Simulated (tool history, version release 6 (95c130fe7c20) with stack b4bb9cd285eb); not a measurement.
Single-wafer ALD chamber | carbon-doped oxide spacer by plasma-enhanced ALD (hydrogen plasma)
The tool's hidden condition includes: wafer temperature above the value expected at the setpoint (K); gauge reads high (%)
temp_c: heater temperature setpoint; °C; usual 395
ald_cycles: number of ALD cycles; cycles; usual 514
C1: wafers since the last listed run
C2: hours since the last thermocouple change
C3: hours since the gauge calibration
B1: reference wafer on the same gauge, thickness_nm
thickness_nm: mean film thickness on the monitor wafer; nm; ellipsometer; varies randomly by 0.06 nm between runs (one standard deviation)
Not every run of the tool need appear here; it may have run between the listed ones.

run 1 day=0 | temp_c=407 ald_cycles=514 | C1=0 C2=891.8 C3=152.7 | B1=21.732 | thickness_nm=23.787
run 2 day=0.525 | temp_c=407 ald_cycles=514 | C1=10 C2=904.4 C3=165.3 | B1=21.77 | thickness_nm=23.909
run 3 day=1.183 | temp_c=395 ald_cycles=514 | C1=13 C2=920.2 C3=181.1 | B1=21.786 | thickness_nm=24.269
run 4 day=2.592 | temp_c=395 ald_cycles=514 | C1=28 C2=954 C3=214.9 | B1=21.817 | thickness_nm=24.279
run 5 day=3.846 | temp_c=395 ald_cycles=451 | C1=25 C2=984.1 C3=245 | B1=21.844 | thickness_nm=21.334
run 6 day=4.588 | temp_c=395 ald_cycles=451 | C1=14 C2=1001.9 C3=262.8 | B1=21.875 | thickness_nm=21.386
run 7 day=5.446 | temp_c=395 ald_cycles=514 | C1=17 C2=1022.5 C3=283.4 | B1=21.835 | thickness_nm=24.433
run 8 day=6.225 | temp_c=389 ald_cycles=476 | C1=15 C2=1041.2 C3=302.1 | B1=21.896 | thickness_nm=22.589
run 9 day=7.5 | temp_c=389 ald_cycles=476 | C1=25 C2=1071.8 C3=332.7 | B1=21.92 | thickness_nm=22.753
run 10 day=8.354 | temp_c=395 ald_cycles=514 | C1=17 C2=1092.3 C3=353.2 | B1=21.906 | thickness_nm=24.43
run 11 day=9.271 | temp_c=395 ald_cycles=514 | C1=18 C2=1114.3 C3=375.2 | B1=21.94 | thickness_nm=24.582
run 12 day=10.658 | temp_c=395 ald_cycles=514 | C1=27 C2=1147.6 C3=408.5 | B1=21.94 | thickness_nm=24.396
run 13 day=11.392 | temp_c=395 ald_cycles=514 | C1=14 C2=1165.2 C3=426.1 | B1=21.937 | thickness_nm=24.498
-- day=11.817 thermocouple changed; heater temperature recalibrated
run 14 day=12.671 | temp_c=395 ald_cycles=514 | C1=19 C2=20.5 C3=456.8 | B1=21.945 | thickness_nm=24.469
run 15 day=16.062 | temp_c=395 ald_cycles=514 | C1=68 C2=101.9 C3=538.2 | B1=21.969 | thickness_nm=24.467
-- day=16.625 gauge calibrated
run 16 day=17.379 | temp_c=381 ald_cycles=472 | C1=26 C2=133.5 C3=18.1 | B1=21.436 | thickness_nm=21.955
run 17 day=18.2 | temp_c=390 ald_cycles=423 | C1=16 C2=153.2 C3=37.8 | B1=21.481 | thickness_nm=19.709
run 18 day=19.554 | temp_c=395 ald_cycles=514 | C1=27 C2=185.7 C3=70.3 | B1=21.54 | thickness_nm=24.004
run 19 day=20.479 | temp_c=402 ald_cycles=452 | C1=18 C2=207.9 C3=92.5 | B1=21.572 | thickness_nm=21.138
run 20 day=21.496 | temp_c=409 ald_cycles=420 | C1=20 C2=232.3 C3=116.9 | B1=21.616 | thickness_nm=19.306
run 21 day=22.875 | temp_c=395 ald_cycles=514 | C1=27 C2=265.4 C3=150 | B1=21.67 | thickness_nm=24.222
run 22 day=23.958 | temp_c=406 ald_cycles=615 | C1=21 C2=291.4 C3=176 | B1=21.687 | thickness_nm=28.607
run 23 day=25.312 | temp_c=383 ald_cycles=514 | C1=27 C2=323.9 C3=208.5 | B1=21.717 | thickness_nm=24.26
run 24 day=26.683 | temp_c=395 ald_cycles=514 | C1=27 C2=356.8 C3=241.4 | B1=21.764 | thickness_nm=24.269
run 25 day=27.608 | temp_c=381 ald_cycles=474 | C1=18 C2=379 C3=263.6 | B1=21.755 | thickness_nm=22.434
run 26 day=28.471 | temp_c=405 ald_cycles=459 | C1=17 C2=399.7 C3=284.3 | B1=21.785 | thickness_nm=21.521
run 27 day=29.683 | temp_c=384 ald_cycles=463 | C1=24 C2=428.8 C3=313.4 | B1=21.809 | thickness_nm=21.91

Branching from run 27: 5 alternative next runs. What would each branch give?
run A day=29.733 | temp_c=395 ald_cycles=514 | C1=1 C2=430 C3=314.6 | B1=? | thickness_nm=?
run B day=29.733 | temp_c=402 ald_cycles=514 | C1=1 C2=430 C3=314.6 | B1=? | thickness_nm=?
run C day=29.733 | temp_c=401 ald_cycles=514 | C1=1 C2=430 C3=314.6 | B1=? | thickness_nm=?
run D day=29.733 | temp_c=395 ald_cycles=446 | C1=1 C2=430 C3=314.6 | B1=? | thickness_nm=?
run E day=29.733 | temp_c=382 ald_cycles=427 | C1=1 C2=430 C3=314.6 | B1=? | thickness_nm=?

run=A B1=21.82 thickness_nm=24.438
run=B B1=21.82 thickness_nm=24.353
run=C B1=21.82 thickness_nm=24.417
run=D B1=21.82 thickness_nm=21.205
run=E B1=21.82 thickness_nm=20.301
With the hidden condition removed and each run's random variation left untouched, the same runs would have given:
run=A thickness_nm=23.986
run=B thickness_nm=23.902
run=C thickness_nm=23.966
run=D thickness_nm=20.813
run=E thickness_nm=19.926

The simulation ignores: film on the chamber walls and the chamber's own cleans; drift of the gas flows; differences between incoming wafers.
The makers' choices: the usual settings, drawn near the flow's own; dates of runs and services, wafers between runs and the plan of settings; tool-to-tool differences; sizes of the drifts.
